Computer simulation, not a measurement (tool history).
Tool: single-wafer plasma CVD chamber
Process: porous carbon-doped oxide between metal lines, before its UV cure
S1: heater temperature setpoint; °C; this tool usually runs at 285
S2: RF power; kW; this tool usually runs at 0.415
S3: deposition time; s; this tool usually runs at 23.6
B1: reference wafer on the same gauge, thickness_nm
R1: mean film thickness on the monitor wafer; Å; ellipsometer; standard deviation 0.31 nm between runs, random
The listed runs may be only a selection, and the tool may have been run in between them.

{"run": 1, "hour": 0.0, "S1": 285, "S2": 0.415, "S3": 22.3, "B1": 118.053, "R1": 997.59}
{"run": 2, "hour": 44.3, "S1": 285, "S2": 0.415, "S3": 22.3, "B1": 118.012, "R1": 1001.45}
{"run": 3, "hour": 85.9, "S1": 290, "S2": 0.415, "S3": 23.6, "B1": 117.945, "R1": 1029.97}
{"run": 4, "hour": 122.6, "S1": 290, "S2": 0.415, "S3": 23.6, "B1": 117.997, "R1": 1030.96}
{"run": 5, "hour": 178.3, "S1": 290, "S2": 0.415, "S3": 23.6, "B1": 118.035, "R1": 1029.24}
{"run": 6, "hour": 227.0, "S1": 273, "S2": 0.415, "S3": 23.6, "B1": 118.024, "R1": 1125.36}
{"run": 7, "hour": 293.6, "S1": 285, "S2": 0.415, "S3": 23.6, "B1": 118.0, "R1": 1048.0}
{"hour": 314.5, "done": "RF generator calibrated"}
{"hour": 322.6, "done": "thermocouple changed; heater temperature recalibrated"}
{"run": 8, "hour": 346.3, "S1": 285, "S2": 0.415, "S3": 23.6, "B1": 118.076, "R1": 1145.57}
{"run": 9, "hour": 394.0, "S1": 285, "S2": 0.415, "S3": 23.6, "B1": 117.989, "R1": 1146.49}
{"run": 10, "hour": 430.4, "S1": 285, "S2": 0.38, "S3": 23.6, "B1": 118.065, "R1": 1064.74}
{"hour": 477.1, "done": "gauge calibrated"}
{"run": 11, "hour": 490.0, "S1": 285, "S2": 0.46, "S3": 20.3, "B1": 117.908, "R1": 1063.31}
{"run": 12, "hour": 630.6, "S1": 278, "S2": 0.375, "S3": 19.1, "B1": 118.011, "R1": 881.43}
{"run": 13, "hour": 702.1, "S1": 285, "S2": 0.415, "S3": 23.6, "B1": 118.007, "R1": 1121.0}
{"run": 14, "hour": 735.4, "S1": 285, "S2": 0.415, "S3": 23.6, "B1": 118.053, "R1": 1115.6}
{"hour": 787.8, "done": "showerhead replaced"}
{"run": 15, "hour": 793.0, "S1": 285, "S2": 0.455, "S3": 26.4, "B1": 118.077, "R1": 1339.16}
{"run": 16, "hour": 845.1, "S1": 270, "S2": 0.45, "S3": 23.6, "B1": 118.0, "R1": 1295.3}
{"run": 17, "hour": 894.2, "S1": 285, "S2": 0.415, "S3": 22.3, "B1": 117.96, "R1": 1052.77}
{"run": 18, "hour": 928.4, "S1": 285, "S2": 0.49, "S3": 23.6, "B1": 118.067, "R1": 1263.22}
{"run": 19, "hour": 984.1, "S1": 285, "S2": 0.415, "S3": 20.9, "B1": 117.986, "R1": 982.67}
{"run": 20, "hour": 1039.7, "S1": 294, "S2": 0.415, "S3": 24.9, "B1": 117.998, "R1": 1106.07}

Predict each of these 3 candidate next runs independently; none follows another, all start after run 20:
{"run": "A", "hour": 1040.1, "S1": 285, "S2": 0.415, "S3": 23.6, "B1": "?", "R1": "?"}
{"run": "B", "hour": 1040.1, "S1": 285, "S2": 0.495, "S3": 19.2, "B1": "?", "R1": "?"}
{"run": "C", "hour": 1040.1, "S1": 279, "S2": 0.415, "S3": 23.6, "B1": "?", "R1": "?"}

run=A B1=117.965 R1=1102.31
run=B B1=117.965 R1=1035.63
run=C B1=117.965 R1=1141.47
With no hidden state in the tool, these same runs would have given:
run=A R1=1153.39
run=B R1=1078.85
run=C R1=1194.67
